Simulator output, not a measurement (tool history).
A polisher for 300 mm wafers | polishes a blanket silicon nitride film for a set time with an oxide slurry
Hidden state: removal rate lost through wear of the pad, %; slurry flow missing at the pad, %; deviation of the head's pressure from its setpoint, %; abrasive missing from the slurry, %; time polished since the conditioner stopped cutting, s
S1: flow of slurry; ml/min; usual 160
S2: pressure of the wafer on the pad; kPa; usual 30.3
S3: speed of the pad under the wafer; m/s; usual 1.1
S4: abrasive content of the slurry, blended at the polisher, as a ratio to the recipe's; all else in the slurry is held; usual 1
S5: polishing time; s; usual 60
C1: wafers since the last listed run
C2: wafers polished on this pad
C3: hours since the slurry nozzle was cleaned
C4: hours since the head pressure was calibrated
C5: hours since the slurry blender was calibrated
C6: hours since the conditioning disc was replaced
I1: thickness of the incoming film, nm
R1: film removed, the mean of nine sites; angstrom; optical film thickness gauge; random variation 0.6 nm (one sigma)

| run | day | S1 | S2 | S3 | S4 | S5 | C1 | C2 | C3 | C4 | C5 | C6 | I1 | R1 |
|---|---|---|---|---|---|---|---|---|---|---|---|---|---|---|
| 1 | 0 | 160 | 30.3 | 1.1 | 1 | 60 | 0 | 3666 | 496.2 | 641.6 | 235.5 | 417.5 | 465.7 | 489 |
|  | 1.779 | head pressure recalibrated |
| 2 | 2.258 | 160 | 30.3 | 1.1 | 1.25 | 66 | 450 | 4116 | 550.4 | 11.5 | 289.7 | 471.7 | 471.9 | 574 |
|  | 5.021 | conditioning disc replaced and pad reconditioned |
| 3 | 5.079 | 160 | 30.3 | 1.1 | 1 | 60 | 566 | 4683 | 618.1 | 79.2 | 357.4 | 1.4 | 471.9 | 476 |
|  | 5.383 | slurry nozzle cleaned |
|  | 8.25 | worn pad replaced by a new one |
| 4 | 9.079 | 185 | 35.2 | 1.1 | 1 | 60 | 784 | 171 | 88.7 | 175.2 | 453.4 | 97.4 | 467.9 | 615 |
| 5 | 13.025 | 160 | 26.9 | 0.82 | 1.1 | 60 | 816 | 988 | 183.4 | 269.9 | 548.1 | 192.1 | 469.2 | 409 |
|  | 13.617 | slurry blender recalibrated |
| 6 | 17.221 | 160 | 30.3 | 1.1 | 1 | 60 | 851 | 1839 | 284.1 | 370.6 | 86.5 | 292.8 | 471.5 | 496 |
| 7 | 18.9 | 160 | 30.3 | 1.22 | 1 | 60 | 347 | 2187 | 324.4 | 410.9 | 126.8 | 333.1 | 475.6 | 522 |
| 8 | 20.438 | 205 | 30.3 | 1.1 | 1 | 60 | 318 | 2505 | 361.3 | 447.8 | 163.7 | 370 | 467.9 | 509 |
| 9 | 24.271 | 185 | 30.3 | 1.1 | 1 | 60 | 793 | 3298 | 453.3 | 539.8 | 255.7 | 462 | 476.4 | 498 |
|  | 24.925 | head pressure recalibrated |
| 10 | 27.825 | 160 | 33.1 | 1.1 | 1 | 60 | 718 | 4016 | 538.6 | 69.6 | 341 | 547.3 | 461 | 513 |
|  | 29.775 | conditioning disc replaced and pad reconditioned |
| 11 | 29.929 | 160 | 30.3 | 1.1 | 1 | 60 | 418 | 4435 | 589.1 | 120.1 | 391.5 | 3.7 | 469.9 | 465 |
|  | 30.004 | slurry nozzle cleaned |
|  | 30.383 | worn pad replaced by a new one |
| 12 | 33.288 | 160 | 30.3 | 1.1 | 1 | 60 | 651 | 601 | 78.8 | 200.7 | 472.1 | 84.3 | 468.3 | 523 |
| 13 | 34.933 | 160 | 30.3 | 1.28 | 0.75 | 75 | 340 | 941 | 118.3 | 240.2 | 511.6 | 123.8 | 463.3 | 624 |
|  | 36.988 | slurry blender recalibrated |
| 14 | 38.246 | 160 | 24.8 | 1.1 | 0.9 | 48 | 668 | 1610 | 197.8 | 319.7 | 30.2 | 203.3 | 464.9 | 322 |
| 15 | 40.708 | 160 | 30.3 | 1.1 | 1 | 60 | 509 | 2119 | 256.9 | 378.8 | 89.3 | 262.4 | 468.6 | 504 |
| 16 | 44.254 | 160 | 30.3 | 1.1 | 1 | 60 | 733 | 2853 | 342 | 463.9 | 174.4 | 347.5 | 470.9 | 494 |
| 17 | 48.596 | 160 | 30.3 | 1.1 | 1.2 | 60 | 898 | 3751 | 446.2 | 568.1 | 278.6 | 451.7 | 475.6 | 523 |
|  | 50.621 | head pressure recalibrated |
| 18 | 51.683 | 215 | 40 | 0.78 | 1 | 43 | 621 | 4373 | 520.3 | 25.5 | 352.7 | 525.8 | 469.4 | 386 |
| 19 | 54.325 | 160 | 30.3 | 1.1 | 1.1 | 53 | 546 | 4920 | 583.7 | 88.9 | 416.1 | 589.2 | 477.9 | 433 |
|  | 57.188 | worn pad replaced by a new one |
| 20 | 58.388 | 160 | 30.3 | 1.1 | 1 | 69 | 806 | 248 | 681.2 | 186.4 | 513.6 | 686.7 | 465.4 | 616 |
|  | 58.567 | conditioning disc replaced and pad reconditioned |
|  | 60.096 | slurry blender recalibrated |
| 21 | 61.329 | 160 | 30.3 | 1.28 | 1.2 | 60 | 574 | 822 | 751.8 | 257 | 29.6 | 66.3 | 469.4 | 590 |
|  | 61.546 | slurry nozzle cleaned |
| 22 | 63.35 | 160 | 20.7 | 1.1 | 1 | 60 | 409 | 1232 | 43.3 | 305.5 | 78.1 | 114.8 | 479.4 | 349 |
| 23 | 67.792 | 160 | 30.3 | 1.1 | 1 | 60 | 919 | 2151 | 149.9 | 412.1 | 184.7 | 221.4 | 476.9 | 506 |
| 24 | 71.108 | 160 | 30.3 | 1.1 | 1.1 | 60 | 686 | 2837 | 229.5 | 491.7 | 264.3 | 301 | 474.3 | 514 |
| 25 | 73.983 | 160 | 30.3 | 1.24 | 1 | 60 | 594 | 3432 | 298.5 | 560.7 | 333.3 | 370 | 464.5 | 524 |

Forecast each of these 4 alternatives for the next run:
| A | 74 | 160 | 30.3 | 1.1 | 1 | 60 | 3 | 3436 | 298.9 | 561.1 | 333.7 | 370.4 | 466.7 | ? |
| B | 74 | 160 | 30.3 | 1.2 | 1.2 | 69 | 3 | 3436 | 298.9 | 561.1 | 333.7 | 370.4 | 466.7 | ? |
| C | 74 | 160 | 40 | 1.36 | 1 | 60 | 3 | 3436 | 298.9 | 561.1 | 333.7 | 370.4 | 466.7 | ? |
| D | 74 | 195 | 26.9 | 0.92 | 0.7 | 60 | 3 | 3436 | 298.9 | 561.1 | 333.7 | 370.4 | 466.7 | ? |

| run | R1 |
|---|---|
| A | 491 |
| B | 632 |
| C | 724 |
| D | 353 |
Without the tool's hidden state the same runs would have given:
| run | R1 |
|---|---|
| A | 529 |
| B | 681 |
| C | 781 |
| D | 381 |
